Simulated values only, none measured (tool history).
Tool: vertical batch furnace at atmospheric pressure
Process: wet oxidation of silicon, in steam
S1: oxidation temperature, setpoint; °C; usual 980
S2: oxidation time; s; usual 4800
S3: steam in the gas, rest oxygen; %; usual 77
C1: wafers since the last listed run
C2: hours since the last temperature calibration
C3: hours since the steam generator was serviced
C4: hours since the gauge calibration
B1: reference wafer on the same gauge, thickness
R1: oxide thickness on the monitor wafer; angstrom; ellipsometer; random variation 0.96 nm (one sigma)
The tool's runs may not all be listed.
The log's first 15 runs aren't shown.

Run 16, hour 404.2: usual settings but S2 3420 s; C1 262; C2 2088.4; C3 997.7; C4 87.4; B1 439.11. Result: R1 3137.5 angstrom.
Run 17, hour 421.3: usual settings but S1 962 °C, S2 6150 s, S3 87 %; C1 181; C2 2105.5; C3 1014.8; C4 104.5; B1 439.19. Result: R1 4535.3 angstrom.
Run 18, hour 437.4: usual settings but S2 2430 s, S3 69 %; C1 171; C2 2121.6; C3 1030.9; C4 120.6; B1 438.72. Result: R1 2226.7 angstrom.
Run 19, hour 470.1: usual settings but S2 5940 s; C1 347; C2 2154.3; C3 1063.6; C4 153.3; B1 439.18. Result: R1 4662.1 angstrom.
Run 20, hour 495: usual settings but S1 991 °C, S2 3900 s, S3 74 %; C1 264; C2 2179.2; C3 1088.5; C4 178.2; B1 439.18. Result: R1 3671.6 angstrom.
Run 21, hour 508.3: usual settings but S2 3630 s; C1 141; C2 2192.5; C3 1101.8; C4 191.5; B1 438.97. Result: R1 3284.3 angstrom.
At hour 540.5: steam generator serviced.
Run 22, hour 541: usual settings but S2 5790 s; C1 92; C2 2225.2; C3 0.5; C4 224.2; B1 439.06. Result: R1 4635.5 angstrom.
At hour 584.3: thermocouples replaced and temperature profile calibrated.
Run 23, hour 584.8: usual settings but S1 960 °C, S2 3390 s, S3 70 %; C1 210; C2 0.5; C3 44.3; C4 268; B1 438.87. Result: R1 2341.6 angstrom.
Run 24, hour 590.8: usual settings but S1 1004 °C, S2 6840 s, S3 86 %; C1 63; C2 6.5; C3 50.3; C4 274; B1 438.99. Result: R1 6418.1 angstrom.
Run 25, hour 603.7: usual settings but S1 997 °C, S2 5970 s; C1 137; C2 19.4; C3 63.2; C4 286.9; B1 438.82. Result: R1 5223.8 angstrom.
Run 26, hour 617.6: usual settings but S1 956 °C, S2 4110 s, S3 65 %; C1 147; C2 33.3; C3 77.1; C4 300.8; B1 438.9. Result: R1 2473.3 angstrom.
Run 27, hour 648.5: usual settings but S2 3120 s; C1 328; C2 64.2; C3 108; C4 331.7; B1 439.08. Result: R1 2877.7 angstrom.
Run 28, hour 663.2: usual settings but S1 964 °C, S2 3810 s, S3 83 %; C1 156; C2 78.9; C3 122.7; C4 346.4; B1 438.91. Result: R1 3050.4 angstrom.
Run 29, hour 697.5: usual settings; C1 364; C2 113.2; C3 157; C4 380.7; B1 438.93. Result: R1 3940 angstrom.

Forecast run 30:
Run 30, hour 721.1: usual settings; C1 251; C2 136.8; C3 180.6; C4 404.3; B1 ?. Result: R1 ?.

{"run 30": {"B1": 438.87, "R1": 3938.7}}
Without the tool's hidden state the same run would have given R1 3962.4 angstrom.
